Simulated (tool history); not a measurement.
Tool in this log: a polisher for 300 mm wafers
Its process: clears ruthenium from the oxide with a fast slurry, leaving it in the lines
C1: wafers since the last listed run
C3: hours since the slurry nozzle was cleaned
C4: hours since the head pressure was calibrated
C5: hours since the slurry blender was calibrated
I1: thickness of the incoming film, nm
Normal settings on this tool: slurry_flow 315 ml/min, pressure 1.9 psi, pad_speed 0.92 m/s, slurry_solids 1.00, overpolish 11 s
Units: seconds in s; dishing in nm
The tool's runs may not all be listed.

run 1 hour=0.0 | slurry_flow=315 pressure=1.9 pad_speed=0.92 slurry_solids=1.00 overpolish=8 | C1=0 wafers_polished_on_this_pad=167 C3=167.5 C4=832.4 C5=179.1 | I1=120.9 | seconds=56.8 dishing=14.5
run 2 hour=34.8 | slurry_flow=340 pressure=1.9 pad_speed=0.92 slurry_solids=1.00 overpolish=11 | C1=267 wafers_polished_on_this_pad=435 C3=202.3 C4=867.2 C5=213.9 | I1=119.7 | seconds=55.4 dishing=19.5
run 3 hour=63.8 | slurry_flow=340 pressure=1.9 pad_speed=0.92 slurry_solids=1.00 overpolish=11 | C1=222 wafers_polished_on_this_pad=658 C3=231.3 C4=896.2 C5=242.9 | I1=119.3 | seconds=56.6 dishing=20.6
run 4 hour=86.0 | slurry_flow=315 pressure=1.9 pad_speed=0.92 slurry_solids=1.00 overpolish=11 | C1=170 wafers_polished_on_this_pad=828 C3=253.5 C4=918.4 C5=265.1 | I1=120.1 | seconds=57.6 dishing=19.3
run 5 hour=105.2 | slurry_flow=315 pressure=1.9 pad_speed=0.92 slurry_solids=1.00 overpolish=11 | C1=147 wafers_polished_on_this_pad=976 C3=272.7 C4=937.6 C5=284.3 | I1=118.3 | seconds=57.1 dishing=19.1
-- hour=117.6 worn pad replaced by a new one
-- hour=120.5 slurry nozzle cleaned
run 6 hour=140.0 | slurry_flow=315 pressure=1.9 pad_speed=0.92 slurry_solids=1.00 overpolish=11 | C1=229 wafers_polished_on_this_pad=164 C3=19.5 C4=972.4 C5=319.1 | I1=117.7 | seconds=58.2 dishing=19.5
run 7 hour=153.6 | slurry_flow=315 pressure=1.9 pad_speed=0.84 slurry_solids=1.00 overpolish=8 | C1=104 wafers_polished_on_this_pad=269 C3=33.1 C4=986.0 C5=332.7 | I1=121.3 | seconds=65.6 dishing=13.2
-- hour=162.5 slurry blender recalibrated
run 8 hour=171.1 | slurry_flow=315 pressure=1.9 pad_speed=1.00 slurry_solids=1.10 overpolish=11 | C1=119 wafers_polished_on_this_pad=388 C3=50.6 C4=1003.5 C5=8.6 | I1=121.7 | seconds=47.0 dishing=24.0
run 9 hour=192.8 | slurry_flow=315 pressure=1.7 pad_speed=1.20 slurry_solids=1.15 overpolish=6 | C1=166 wafers_polished_on_this_pad=555 C3=72.3 C4=1025.2 C5=30.3 | I1=119.8 | seconds=43.9 dishing=14.0
run 10 hour=217.1 | slurry_flow=375 pressure=1.3 pad_speed=0.76 slurry_solids=1.10 overpolish=11 | C1=186 wafers_polished_on_this_pad=741 C3=96.6 C4=1049.5 C5=54.6 | I1=120.1 | seconds=91.8 dishing=12.4
-- hour=247.6 worn pad replaced by a new one
-- hour=248.6 head pressure recalibrated
run 11 hour=249.1 | slurry_flow=315 pressure=1.9 pad_speed=0.92 slurry_solids=1.00 overpolish=11 | C1=208 wafers_polished_on_this_pad=4 C3=128.6 C4=0.5 C5=86.6 | I1=118.1 | seconds=54.5 dishing=20.5
run 12 hour=262.6 | slurry_flow=240 pressure=1.5 pad_speed=0.64 slurry_solids=0.80 overpolish=11 | C1=103 wafers_polished_on_this_pad=107 C3=142.1 C4=14.0 C5=100.1 | I1=120.6 | seconds=114.8 dishing=10.6
run 13 hour=287.9 | slurry_flow=315 pressure=1.9 pad_speed=0.92 slurry_solids=1.20 overpolish=11 | C1=194 wafers_polished_on_this_pad=302 C3=167.4 C4=39.3 C5=125.4 | I1=120.6 | seconds=52.1 dishing=21.7
run 14 hour=315.8 | slurry_flow=315 pressure=1.9 pad_speed=0.92 slurry_solids=1.00 overpolish=11 | C1=214 wafers_polished_on_this_pad=516 C3=195.3 C4=67.2 C5=153.3 | I1=120.1 | seconds=56.6 dishing=19.7

List, for all runs, the conditions of the tool that the log does not record:
removal rate lost through wear of the pad, %: 0 across all the runs
slurry flow missing at the pad, %: 0 across all the runs
deviation of the head's pressure from its setpoint, %: 0 across all the runs
H1: abrasive missing from the slurry, %
run=1 H1=14.1
run=2 H1=16.6
run=3 H1=18.7
run=4 H1=20.3
run=5 H1=21.6
run=6 H1=24.1
run=7 H1=25.1
run=8 H1=2.82
run=9 H1=4.36
run=10 H1=6.09
run=11 H1=8.36
run=12 H1=9.32
run=13 H1=11.1
run=14 H1=13.1

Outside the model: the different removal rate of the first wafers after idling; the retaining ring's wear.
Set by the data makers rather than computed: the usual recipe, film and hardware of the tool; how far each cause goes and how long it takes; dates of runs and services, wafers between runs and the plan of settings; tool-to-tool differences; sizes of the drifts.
